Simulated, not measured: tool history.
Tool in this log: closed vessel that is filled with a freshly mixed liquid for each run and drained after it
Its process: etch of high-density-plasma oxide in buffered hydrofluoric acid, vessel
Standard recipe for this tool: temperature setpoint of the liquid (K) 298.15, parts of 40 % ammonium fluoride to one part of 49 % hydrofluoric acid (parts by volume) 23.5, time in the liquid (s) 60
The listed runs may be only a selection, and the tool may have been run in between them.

| run | hour | temperature setpoint of the liquid (K) | parts of 40 % ammonium fluoride to one part of 49 % hydrofluoric acid (parts by volume) | time in the liquid (s) | wafers since the last listed run | hours since the thermometer was replaced | hours since the hydrofluoric acid flow meter was replaced | hours since the gauge calibration | read-back film thickness of the high-density-plasma oxide reference wafer, read on the same gauge (nm) | thickness taken off the high-density-plasma oxide on a monitor wafer (angstrom) |
|---|---|---|---|---|---|---|---|---|---|---|
| 1 | 0.0 | 298.15 | 23.5 | 60 | 0 | 1287.9 | 795.1 | 1129.9 | 70.00 | 839.4 |
| 2 | 307.9 | 298.15 | 23.5 | 60 | 32010 | 1595.8 | 1103.0 | 1437.8 | 70.00 | 867.3 |
| 3 | 392.4 | 298.15 | 23.5 | 60 | 8785 | 1680.3 | 1187.5 | 1522.3 | 70.00 | 845.4 |
| 4 | 484.9 | 298.15 | 23.5 | 60 | 9616 | 1772.8 | 1280.0 | 1614.8 | 70.00 | 879.9 |
| 5 | 543.7 | 298.15 | 23.5 | 60 | 6113 | 1831.6 | 1338.8 | 1673.6 | 70.02 | 856.9 |
| 6 | 624.1 | 298.15 | 23.5 | 40 | 8358 | 1912.0 | 1419.2 | 1754.0 | 69.99 | 580.8 |
| 7 | 680.9 | 298.15 | 23.5 | 40 | 5905 | 1968.8 | 1476.0 | 1810.8 | 69.97 | 584.9 |
| 8 | 728.5 | 298.15 | 23.5 | 40 | 4948 | 2016.4 | 1523.6 | 1858.4 | 70.01 | 574.7 |
|  | 798.0 | hydrofluoric acid flow meter replaced |
| 9 | 813.2 | 298.15 | 23.5 | 60 | 8701 | 2101.1 | 15.2 | 1943.1 | 69.99 | 789.8 |
| 10 | 872.4 | 298.15 | 23.5 | 60 | 6154 | 2160.3 | 74.4 | 2002.3 | 69.99 | 812.6 |
| 11 | 971.6 | 301.65 | 28.0 | 60 | 10313 | 2259.5 | 173.6 | 2101.5 | 70.00 | 856.4 |
| 12 | 1027.2 | 298.15 | 17.0 | 45 | 5780 | 2315.1 | 229.2 | 2157.1 | 70.00 | 799.4 |
| 13 | 1131.8 | 295.15 | 30.0 | 60 | 10874 | 2419.7 | 333.8 | 2261.7 | 69.99 | 567.3 |
| 14 | 1168.9 | 302.15 | 15.0 | 80 | 3857 | 2456.8 | 370.9 | 2298.8 | 70.01 | 1991.3 |
| 15 | 1243.3 | 293.65 | 29.0 | 80 | 7735 | 2531.2 | 445.3 | 2373.2 | 69.99 | 731.0 |
| 16 | 1305.1 | 293.65 | 29.0 | 60 | 6425 | 2593.0 | 507.1 | 2435.0 | 70.00 | 548.5 |
| 17 | 1378.9 | 300.65 | 26.5 | 70 | 7672 | 2666.8 | 580.9 | 2508.8 | 70.01 | 1012.0 |
| 18 | 1443.4 | 298.15 | 23.5 | 60 | 6705 | 2731.3 | 645.4 | 2573.3 | 70.01 | 809.7 |
|  | 1519.1 | thermometer replaced |
| 19 | 1531.5 | 294.65 | 23.5 | 90 | 9055 | 12.4 | 733.5 | 2661.4 | 69.99 | 1027.0 |
| 20 | 1824.0 | 296.65 | 20.0 | 50 | 30409 | 304.9 | 1026.0 | 2953.9 | 70.00 | 740.1 |
| 21 | 1928.4 | 298.15 | 23.5 | 60 | 10853 | 409.3 | 1130.4 | 3058.3 | 69.99 | 839.0 |
|  | 1967.5 | gauge calibrated |
| 22 | 2030.4 | 294.15 | 23.5 | 80 | 10604 | 511.3 | 1232.4 | 62.9 | 70.03 | 889.2 |
|  | 2081.0 | hydrofluoric acid flow meter replaced |
| 23 | 2110.2 | 298.15 | 30.0 | 90 | 8192 | 591.1 | 29.2 | 142.7 | 70.00 | 1006.5 |
| 24 | 2176.6 | 293.15 | 30.0 | 60 | 6903 | 657.5 | 95.6 | 209.1 | 70.01 | 503.7 |
| 25 | 2245.2 | 298.15 | 23.5 | 60 | 7132 | 726.1 | 164.2 | 277.7 | 69.99 | 800.6 |
| 26 | 2328.6 | 295.15 | 23.5 | 60 | 8670 | 809.5 | 247.6 | 361.1 | 69.99 | 702.2 |
| 27 | 2390.8 | 298.15 | 30.0 | 60 | 6466 | 871.7 | 309.8 | 423.3 | 69.99 | 673.3 |

Run 28 has not been measured yet. What should we expect?
| 28 | 2437.7 | 300.15 | 21.0 | 85 | 4875 | 918.6 | 356.7 | 470.2 | ? | ? |

{"run 28": {"read-back film thickness of the high-density-plasma oxide reference wafer, read on the same gauge (nm)": 70.0, "thickness taken off the high-density-plasma oxide on a monitor wafer (angstrom)": 1390.6}}
The same run, on a tool lacking any hidden state, would have yielded thickness taken off the high-density-plasma oxide on a monitor wafer (angstrom) 1352.1.
